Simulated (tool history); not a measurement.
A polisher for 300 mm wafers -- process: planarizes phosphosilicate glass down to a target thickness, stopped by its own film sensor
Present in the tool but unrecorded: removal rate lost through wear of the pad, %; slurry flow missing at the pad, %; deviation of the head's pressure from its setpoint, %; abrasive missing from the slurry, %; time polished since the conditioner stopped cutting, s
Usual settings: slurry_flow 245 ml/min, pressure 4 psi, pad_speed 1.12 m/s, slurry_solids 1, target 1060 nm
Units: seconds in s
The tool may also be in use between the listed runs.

| run | hour | slurry_flow | pressure | pad_speed | slurry_solids | target | wafers since the last listed run | wafers polished on this pad | hours since the slurry nozzle was cleaned | hours since the head pressure was calibrated | hours since the slurry blender was calibrated | hours since the conditioning disc was replaced | incoming thickness of the incoming film, nm | seconds |
|---|---|---|---|---|---|---|---|---|---|---|---|---|---|---|
| 1 | 0 | 245 | 4 | 1.12 | 1 | 1060 | 0 | 147 | 885.7 | 970.9 | 127.7 | 150.5 | 2161.3 | 90.2 |
| 2 | 26.2 | 245 | 4 | 1.12 | 1 | 1060 | 169 | 316 | 911.9 | 997.1 | 153.9 | 176.7 | 2129.7 | 84.6 |
|  | 54.3 | slurry nozzle cleaned |
| 3 | 61.1 | 245 | 4 | 1.12 | 1 | 1060 | 218 | 534 | 6.8 | 1032 | 188.8 | 211.6 | 2149 | 91.4 |
|  | 72.7 | slurry blender recalibrated |
| 4 | 84.9 | 245 | 3.2 | 1.12 | 1.25 | 1275 | 140 | 675 | 30.6 | 1055.8 | 12.2 | 235.4 | 2149.4 | 84.1 |
| 5 | 110 | 245 | 4 | 1.12 | 1 | 1372 | 161 | 837 | 55.7 | 1080.9 | 37.3 | 260.5 | 2179 | 70.1 |
| 6 | 140.3 | 245 | 4.7 | 1.38 | 1 | 872 | 195 | 1033 | 86 | 1111.2 | 67.6 | 290.8 | 2127.4 | 79.6 |
| 7 | 174.7 | 215 | 4 | 1.12 | 1.25 | 1060 | 221 | 1254 | 120.4 | 1145.6 | 102 | 325.2 | 2120.6 | 88.5 |
|  | 199.4 | worn pad replaced by a new one |
| 8 | 201.2 | 245 | 3.5 | 1.44 | 1 | 1060 | 145 | 11 | 146.9 | 1172.1 | 128.5 | 351.7 | 2150.2 | 84.8 |
|  | 257.9 | head pressure recalibrated |
|  | 269.4 | slurry blender recalibrated |
|  | 295.7 | conditioning disc replaced and pad reconditioned |
| 9 | 298.8 | 245 | 4 | 1.12 | 1 | 789 | 591 | 602 | 244.5 | 40.9 | 29.4 | 3.1 | 2152.1 | 114.9 |
| 10 | 319.9 | 245 | 4 | 1.12 | 1 | 1060 | 136 | 738 | 265.6 | 62 | 50.5 | 24.2 | 2130.5 | 89.1 |
| 11 | 359.1 | 245 | 4 | 1.12 | 1 | 1060 | 252 | 991 | 304.8 | 101.2 | 89.7 | 63.4 | 2178.7 | 95.6 |
| 12 | 380.9 | 245 | 4 | 1.12 | 1 | 789 | 140 | 1132 | 326.6 | 123 | 111.5 | 85.2 | 2133.3 | 119.3 |
| 13 | 394.9 | 245 | 4 | 1.5 | 1.15 | 826 | 90 | 1222 | 340.6 | 137 | 125.5 | 99.2 | 2169.3 | 96 |
| 14 | 407.3 | 200 | 5 | 1.12 | 0.7 | 1060 | 80 | 1302 | 353 | 149.4 | 137.9 | 111.6 | 2165.4 | 96.2 |
|  | 420 | worn pad replaced by a new one |
| 15 | 423.8 | 245 | 4 | 0.76 | 1 | 1060 | 80 | 24 | 369.5 | 165.9 | 154.4 | 128.1 | 2113.9 | 107.9 |
| 16 | 453.4 | 245 | 4 | 1.12 | 1 | 1060 | 190 | 215 | 399.1 | 195.5 | 184 | 157.7 | 2151 | 89 |
| 17 | 476.3 | 245 | 4 | 1.12 | 1 | 1060 | 147 | 363 | 422 | 218.4 | 206.9 | 180.6 | 2143 | 88.7 |
| 18 | 497.5 | 245 | 4 | 1.12 | 1 | 1400 | 136 | 500 | 443.2 | 239.6 | 228.1 | 201.8 | 2159 | 62.3 |
|  | 516.1 | slurry blender recalibrated |
| 19 | 524.4 | 245 | 2.8 | 1.12 | 1 | 1060 | 160 | 660 | 470.1 | 266.5 | 8.3 | 228.7 | 2151.7 | 135.2 |
| 20 | 556.7 | 245 | 4 | 1.38 | 1 | 1060 | 208 | 869 | 502.4 | 298.8 | 40.6 | 261 | 2125.1 | 79.1 |
| 21 | 583.8 | 245 | 4.7 | 1.12 | 1 | 697 | 174 | 1044 | 529.5 | 325.9 | 67.7 | 288.1 | 2118.1 | 107.9 |
| 22 | 609 | 245 | 4 | 1.12 | 1 | 922 | 162 | 1206 | 554.7 | 351.1 | 92.9 | 313.3 | 2173.9 | 112.8 |
|  | 654.1 | worn pad replaced by a new one |
| 23 | 706.6 | 215 | 4 | 1.12 | 1.25 | 1060 | 603 | 338 | 652.3 | 448.7 | 190.5 | 410.9 | 2151.8 | 80.2 |
|  | 721.2 | slurry blender recalibrated |
| 24 | 739.7 | 245 | 4 | 1.12 | 1 | 1060 | 200 | 539 | 685.4 | 481.8 | 18.5 | 444 | 2125.1 | 84.2 |

Predict each of these 5 candidate next runs independently; none follows another, all start after run 24:
| A | 740.1 | 245 | 4 | 1.12 | 1 | 1060 | 2 | 541 | 685.8 | 482.2 | 18.9 | 444.4 | 2165.4 | ? |
| B | 740.1 | 310 | 4.8 | 1.12 | 1 | 1060 | 2 | 541 | 685.8 | 482.2 | 18.9 | 444.4 | 2165.4 | ? |
| C | 740.1 | 245 | 4 | 1.26 | 1 | 950 | 2 | 541 | 685.8 | 482.2 | 18.9 | 444.4 | 2165.4 | ? |
| D | 740.1 | 245 | 4 | 1.32 | 0.8 | 704 | 2 | 541 | 685.8 | 482.2 | 18.9 | 444.4 | 2165.4 | ? |
| E | 740.1 | 245 | 4.7 | 1.48 | 0.75 | 1060 | 2 | 541 | 685.8 | 482.2 | 18.9 | 444.4 | 2165.4 | ? |

| run | seconds |
|---|---|
| A | 91.7 |
| B | 74.9 |
| C | 93.4 |
| D | 119 |
| E | 72.9 |
With the hidden condition removed and each run's random variation left untouched, the same runs would have given:
| run | seconds |
|---|---|
| A | 89.4 |
| B | 73 |
| C | 91 |
| D | 116 |
| E | 71 |
